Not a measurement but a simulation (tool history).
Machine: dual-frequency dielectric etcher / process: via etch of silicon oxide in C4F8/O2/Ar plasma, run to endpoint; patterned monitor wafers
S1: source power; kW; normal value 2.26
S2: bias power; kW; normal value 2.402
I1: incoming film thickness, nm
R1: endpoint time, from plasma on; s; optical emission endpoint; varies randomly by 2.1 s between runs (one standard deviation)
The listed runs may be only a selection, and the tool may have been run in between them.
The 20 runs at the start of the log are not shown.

| run | hour | S1 | S2 | I1 | R1 |
|---|---|---|---|---|---|
| 21 | 1439.3 | 2.26 | 1.88 | 1564.4 | 280.2 |
| 22 | 1488.8 | 2.48 | 2.558 | 1561.1 | 254.7 |
| 23 | 1555.8 | 2.26 | 2.185 | 1561.1 | 277 |
| 24 | 1629.3 | 2.79 | 2.034 | 1576.8 | 262.1 |
| 25 | 1734.5 | 2.26 | 2.402 | 1563.8 | 277.2 |
|  | 1822.6 | wet clean of the chamber |
| 26 | 1823.1 | 2 | 2.906 | 1566.1 | 264.2 |
| 27 | 1885.3 | 2.73 | 1.953 | 1570.1 | 255.7 |
| 28 | 1972.9 | 2.26 | 2.402 | 1557.4 | 264.3 |

The next listed run, before its measurement:
|  | 2010.7 | source power generator calibrated |
| 29 | 2052.1 | 2.26 | 2.609 | 1554.5 | ? |

Run 29 produced R1 260.2 s.
Were there no unlogged condition in the tool, this run, its random variation unchanged, would have produced R1 257.5 s.

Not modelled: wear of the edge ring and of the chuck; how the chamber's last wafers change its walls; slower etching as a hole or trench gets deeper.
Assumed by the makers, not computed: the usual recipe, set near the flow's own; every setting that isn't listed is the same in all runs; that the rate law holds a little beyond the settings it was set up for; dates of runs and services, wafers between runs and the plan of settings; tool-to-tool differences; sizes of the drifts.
